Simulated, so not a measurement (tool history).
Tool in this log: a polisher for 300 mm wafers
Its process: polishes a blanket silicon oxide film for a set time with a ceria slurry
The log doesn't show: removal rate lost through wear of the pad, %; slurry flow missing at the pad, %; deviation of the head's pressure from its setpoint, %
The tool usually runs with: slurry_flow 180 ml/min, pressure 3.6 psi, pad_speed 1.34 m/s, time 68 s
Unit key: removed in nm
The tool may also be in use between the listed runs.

run	hour	slurry_flow	pressure	pad_speed	time	wafers since the last listed run	wafers polished on this pad	hours since the slurry nozzle was cleaned	hours since the head pressure was calibrated	incoming thickness of the incoming film, nm	removed
1	0.0	180	3.6	1.68	68	0	872	140.4	707.3	1872.6	680.7
2	45.1	180	3.6	1.68	68	443	1316	185.5	752.4	1894.2	665.2
# hour 99.5: worn pad replaced by a new one
3	113.6	180	3.6	1.68	68	634	138	254.0	820.9	1905.5	724.6
4	154.8	180	3.6	1.34	68	405	544	295.2	862.1	1884.3	589.4
5	192.4	180	3.6	1.34	68	369	913	332.8	899.7	1896.4	586.3
6	245.2	140	3.6	1.34	68	519	1433	385.6	952.5	1865.6	524.6
# hour 288.4: worn pad replaced by a new one
7	294.9	140	3.6	1.34	68	449	64	435.3	1002.2	1894.5	584.7
8	363.4	180	3.6	1.34	68	673	737	503.8	1070.7	1900.7	594.4
9	409.7	180	3.6	1.34	68	455	1193	550.1	1117.0	1913.9	576.6
# hour 445.5: worn pad replaced by a new one
10	449.4	180	3.6	1.34	68	351	38	589.8	1156.7	1880.7	615.3
11	474.2	180	3.6	1.34	68	243	281	614.6	1181.5	1868.2	617.3
# hour 490.5: head pressure recalibrated
12	517.7	180	3.6	1.76	68	408	690	658.1	27.2	1870.9	661.2
13	586.3	180	3.6	1.76	56	674	1364	726.7	95.8	1901.3	509.4
# hour 589.4: slurry nozzle cleaned
# hour 602.0: worn pad replaced by a new one
14	653.5	205	3.6	1.34	48	611	506	64.1	163.0	1866.3	383.3
15	677.5	210	3.6	1.34	83	236	742	88.1	187.0	1906.7	670.6
16	730.0	180	4.2	1.34	48	516	1258	140.6	239.5	1883.2	418.8
17	774.1	180	3.6	1.34	68	433	1692	184.7	283.6	1903.0	472.7
# hour 786.2: worn pad replaced by a new one
18	834.7	200	2.9	1.06	68	556	477	245.3	344.2	1885.5	371.2
19	883.0	205	4.0	1.02	44	475	952	293.6	392.5	1855.7	313.5

Alternative continuations, all from the tool just after run 19; predict every row:
A	883.4	180	3.6	1.34	68	3	956	294.0	392.9	1912.6	?
B	883.4	180	3.6	1.34	56	3	956	294.0	392.9	1912.6	?
C	883.4	180	4.4	1.34	90	3	956	294.0	392.9	1912.6	?
D	883.4	180	2.9	1.76	68	3	956	294.0	392.9	1912.6	?
E	883.4	205	4.4	1.48	68	3	956	294.0	392.9	1912.6	?

run	removed
A	526.7
B	433.8
C	852.0
D	535.7
E	713.7
Without the tool's hidden state the same runs would have given:
run	removed
A	552.2
B	454.7
C	893.2
D	561.6
E	748.2
